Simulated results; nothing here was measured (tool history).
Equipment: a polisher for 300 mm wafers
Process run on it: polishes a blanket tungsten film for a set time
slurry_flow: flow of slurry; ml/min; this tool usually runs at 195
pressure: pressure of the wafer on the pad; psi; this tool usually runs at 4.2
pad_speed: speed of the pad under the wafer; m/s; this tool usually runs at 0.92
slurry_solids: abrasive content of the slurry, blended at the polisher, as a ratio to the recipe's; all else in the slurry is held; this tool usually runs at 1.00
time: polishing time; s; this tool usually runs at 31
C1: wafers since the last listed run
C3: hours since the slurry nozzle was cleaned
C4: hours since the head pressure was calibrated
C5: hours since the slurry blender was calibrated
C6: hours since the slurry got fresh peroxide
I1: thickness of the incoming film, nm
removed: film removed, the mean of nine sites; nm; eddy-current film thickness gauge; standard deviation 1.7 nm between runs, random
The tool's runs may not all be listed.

Run 1, day 0.000: usual settings but pad_speed 0.80 m/s, slurry_solids 1.15; C1 0; wafers polished on this pad 1761; C3 543.1; C4 368.1; C5 19.0; C6 250.7; I1 638.2. Result: removed 141.4 nm.
Run 2, day 1.600: usual settings; C1 340; wafers polished on this pad 2102; C3 581.5; C4 406.5; C5 57.4; C6 289.1; I1 630.4. Result: removed 152.9 nm.
At day 2.896: head pressure recalibrated.
Run 3, day 3.700: usual settings but pad_speed 0.82 m/s; C1 429; wafers polished on this pad 2532; C3 631.9; C4 19.3; C5 107.8; C6 339.5; I1 632.8. Result: removed 140.7 nm.
At day 5.492: slurry tank refilled with fresh slurry and peroxide.
At day 7.508: worn pad replaced by a new one.
Run 4, day 7.975: usual settings; C1 866; wafers polished on this pad 99; C3 734.5; C4 121.9; C5 210.4; C6 59.6; I1 621.7. Result: removed 151.0 nm.
At day 9.192: slurry nozzle cleaned.
Run 5, day 12.312: usual settings; C1 914; wafers polished on this pad 1014; C3 74.9; C4 226.0; C5 314.5; C6 163.7; I1 624.8. Result: removed 150.2 nm.
Run 6, day 16.525: usual settings; C1 897; wafers polished on this pad 1911; C3 176.0; C4 327.1; C5 415.6; C6 264.8; I1 625.1. Result: removed 152.4 nm.
At day 18.358: slurry blender recalibrated.
Run 7, day 20.300: usual settings; C1 786; wafers polished on this pad 2698; C3 266.6; C4 417.7; C5 46.6; C6 355.4; I1 625.7. Result: removed 154.3 nm.
At day 22.325: slurry tank refilled with fresh slurry and peroxide.
At day 22.592: head pressure recalibrated.
At day 24.583: worn pad replaced by a new one.
Run 8, day 24.638: usual settings; C1 861; wafers polished on this pad 11; C3 370.7; C4 49.1; C5 150.7; C6 55.5; I1 630.3. Result: removed 151.6 nm.
Run 9, day 26.179: usual settings; C1 328; wafers polished on this pad 340; C3 407.7; C4 86.1; C5 187.7; C6 92.5; I1 629.7. Result: removed 151.9 nm.
Run 10, day 29.367: usual settings but pressure 3.0 psi; C1 678; wafers polished on this pad 1018; C3 484.2; C4 162.6; C5 264.2; C6 169.0; I1 625.5. Result: removed 109.0 nm.
Run 11, day 32.883: usual settings but pressure 3.0 psi; C1 748; wafers polished on this pad 1767; C3 568.6; C4 247.0; C5 348.6; C6 253.4; I1 626.3. Result: removed 109.8 nm.
At day 35.375: slurry tank refilled with fresh slurry and peroxide.
At day 35.458: slurry blender recalibrated.
At day 37.762: worn pad replaced by a new one.
At day 40.996: head pressure recalibrated.
Run 12, day 41.725: usual settings; C1 1803; wafers polished on this pad 826; C3 780.8; C4 17.5; C5 150.4; C6 152.4; I1 637.8. Result: removed 153.7 nm.
Run 13, day 44.154: usual settings; C1 517; wafers polished on this pad 1343; C3 839.1; C4 75.8; C5 208.7; C6 210.7; I1 629.2. Result: removed 152.3 nm.
At day 45.596: slurry nozzle cleaned.
Run 14, day 46.958: usual settings but pressure 3.4 psi; C1 588; wafers polished on this pad 1932; C3 32.7; C4 143.1; C5 276.0; C6 278.0; I1 637.3. Result: removed 122.1 nm.
At day 48.421: slurry tank refilled with fresh slurry and peroxide.
Run 15, day 50.975: usual settings but pressure 3.7 psi, pad_speed 1.02 m/s, slurry_solids 1.25; C1 846; wafers polished on this pad 2778; C3 129.1; C4 239.5; C5 372.4; C6 61.3; I1 633.3. Result: removed 156.6 nm.
At day 51.500: worn pad replaced by a new one.
At day 52.675: slurry blender recalibrated.
Run 16, day 53.858: usual settings but slurry_flow 260 ml/min, pressure 5.2 psi; C1 560; wafers polished on this pad 484; C3 198.3; C4 308.7; C5 28.4; C6 130.5; I1 624.8. Result: removed 200.7 nm.
Run 17, day 55.871: usual settings but time 41 s; C1 428; wafers polished on this pad 913; C3 246.6; C4 357.0; C5 76.7; C6 178.8; I1 635.5. Result: removed 199.6 nm.
At day 58.992: head pressure recalibrated.
Run 18, day 59.504: usual settings; C1 756; wafers polished on this pad 1669; C3 333.8; C4 12.3; C5 163.9; C6 266.0; I1 631.2. Result: removed 151.1 nm.
Run 19, day 61.375: usual settings but pressure 5.6 psi, pad_speed 1.22 m/s, time 23 s; C1 398; wafers polished on this pad 2067; C3 378.7; C4 57.2; C5 208.8; C6 310.9; I1 626.3. Result: removed 187.6 nm.
At day 63.100: slurry tank refilled with fresh slurry and peroxide.
At day 64.475: worn pad replaced by a new one.
Run 20, day 65.283: usual settings but pressure 5.3 psi, pad_speed 0.72 m/s, slurry_solids 1.15, time 37 s; C1 788; wafers polished on this pad 171; C3 472.5; C4 151.0; C5 302.6; C6 52.4; I1 624.3. Result: removed 196.4 nm.
Run 21, day 66.854: usual settings but pressure 5.7 psi, pad_speed 1.14 m/s, slurry_solids 0.70, time 21 s; C1 334; wafers polished on this pad 506; C3 510.2; C4 188.7; C5 340.3; C6 90.1; I1 623.8. Result: removed 146.5 nm.
Run 22, day 68.783: usual settings but slurry_solids 1.30, time 37 s; C1 410; wafers polished on this pad 917; C3 556.5; C4 235.0; C5 386.6; C6 136.4; I1 616.9. Result: removed 195.2 nm.
At day 70.329: slurry blender recalibrated.
Run 23, day 71.579: usual settings but slurry_flow 130 ml/min, pressure 3.7 psi, time 40 s; C1 577; wafers polished on this pad 1495; C3 623.6; C4 302.1; C5 30.0; C6 203.5; I1 641.9. Result: removed 160.9 nm.
Run 24, day 74.458: usual settings; C1 613; wafers polished on this pad 2108; C3 692.7; C4 371.2; C5 99.1; C6 272.6; I1 636.1. Result: removed 155.2 nm.

Below are 3 alternative next runs, each starting from the tool's condition after run 24. Predict each:
Run A, day 74.475: usual settings but pad_speed 0.80 m/s; C1 3; wafers polished on this pad 2111; C3 693.1; C4 371.6; C5 99.5; C6 273.0; I1 631.6. Result: removed ?.
Run B, day 74.475: usual settings but pressure 3.8 psi; C1 3; wafers polished on this pad 2111; C3 693.1; C4 371.6; C5 99.5; C6 273.0; I1 631.6. Result: removed ?.
Run C, day 74.475: usual settings but slurry_flow 175 ml/min, slurry_solids 1.10; C1 3; wafers polished on this pad 2111; C3 693.1; C4 371.6; C5 99.5; C6 273.0; I1 631.6. Result: removed ?.

run  removed
  A    136.8
  B    137.7
  C    153.8
The same runs, with their run-to-run variation unchanged, on a tool lacking any hidden condition would have given:
run  removed
  A    136.8
  B    137.7
  C    153.8
